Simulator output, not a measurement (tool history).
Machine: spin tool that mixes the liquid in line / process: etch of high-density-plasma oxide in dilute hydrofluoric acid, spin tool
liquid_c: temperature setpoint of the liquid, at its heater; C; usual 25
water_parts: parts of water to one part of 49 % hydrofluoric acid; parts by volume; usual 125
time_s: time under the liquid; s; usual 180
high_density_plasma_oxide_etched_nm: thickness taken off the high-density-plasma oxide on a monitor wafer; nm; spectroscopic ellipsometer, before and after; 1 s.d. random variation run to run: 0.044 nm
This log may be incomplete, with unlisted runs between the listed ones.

| run | hour | liquid_c | water_parts | time_s | read-back film thickness of the high-density-plasma oxide reference wafer, read on the same gauge (nm) | high_density_plasma_oxide_etched_nm |
|---|---|---|---|---|---|---|
| 1 | 0 | 28 | 125 | 180 | 30.03 | 8.55 |
| 2 | 39.4 | 25 | 125 | 180 | 30 | 7.67 |
| 3 | 77.3 | 25 | 125 | 180 | 29.96 | 7.63 |
| 4 | 116.1 | 25 | 125 | 180 | 30.01 | 7.6 |
|  | 135.1 | thermometer replaced |
| 5 | 155.1 | 25 | 125 | 180 | 30 | 7.7 |
| 6 | 202.6 | 25 | 125 | 180 | 29.99 | 7.67 |
| 7 | 276.4 | 25 | 125 | 180 | 30.01 | 7.63 |
| 8 | 343.5 | 25 | 125 | 180 | 29.96 | 7.55 |
| 9 | 428.1 | 25 | 125 | 180 | 30.03 | 7.69 |
| 10 | 480.1 | 25 | 125 | 180 | 29.96 | 7.68 |
| 11 | 584.1 | 25 | 125 | 180 | 30 | 7.76 |
|  | 784.2 | thermometer replaced |
| 12 | 874 | 20 | 165 | 230 | 30.02 | 5.87 |
| 13 | 934.1 | 29 | 125 | 275 | 30.02 | 13.74 |
|  | 1028.3 | gauge calibrated |
| 14 | 1036.9 | 25 | 125 | 180 | 30.03 | 7.74 |
|  | 1119.6 | hydrofluoric acid flow meter replaced |
| 15 | 1139 | 25 | 125 | 180 | 29.94 | 7.43 |
| 16 | 1223.1 | 25 | 125 | 75 | 30 | 3.09 |
| 17 | 1279.9 | 21.5 | 70 | 220 | 29.99 | 15.08 |
| 18 | 1373.2 | 25 | 65 | 140 | 29.97 | 12.05 |
| 19 | 1431.2 | 25 | 85 | 180 | 30.01 | 11.65 |
|  | 1474.7 | thermometer replaced |
| 20 | 1536.3 | 22.5 | 125 | 290 | 30 | 10.9 |
| 21 | 1618.2 | 20 | 70 | 250 | 30.01 | 16.2 |

Hidden state or all else? Some run-to-run changes of high_density_plasma_oxide_etched_nm, split into what the settings, what came in and random variation would give without the hidden state, and what is left for the hidden state (with any gauge scatter that isn't in both results):
Hidden state present: liquid colder than its thermometer reads (K); hydrofluoric acid flow above the setpoint (%); gauge reads high (%).
Run 12 -> 13: liquid_c 20 -> 29, water_parts 165 -> 125, time_s 230 -> 275. high_density_plasma_oxide_etched_nm +7.87 nm: hidden state +0.35, all else +7.52.
Run 14 -> 15: hydrofluoric acid flow meter replaced. high_density_plasma_oxide_etched_nm -0.31 nm: hidden state -0.32, all else +0.01.
Run 16 -> 17: liquid_c 25 -> 21.5, water_parts 125 -> 70, time_s 75 -> 220. high_density_plasma_oxide_etched_nm +11.99 nm: hidden state +0.08, all else +11.91.

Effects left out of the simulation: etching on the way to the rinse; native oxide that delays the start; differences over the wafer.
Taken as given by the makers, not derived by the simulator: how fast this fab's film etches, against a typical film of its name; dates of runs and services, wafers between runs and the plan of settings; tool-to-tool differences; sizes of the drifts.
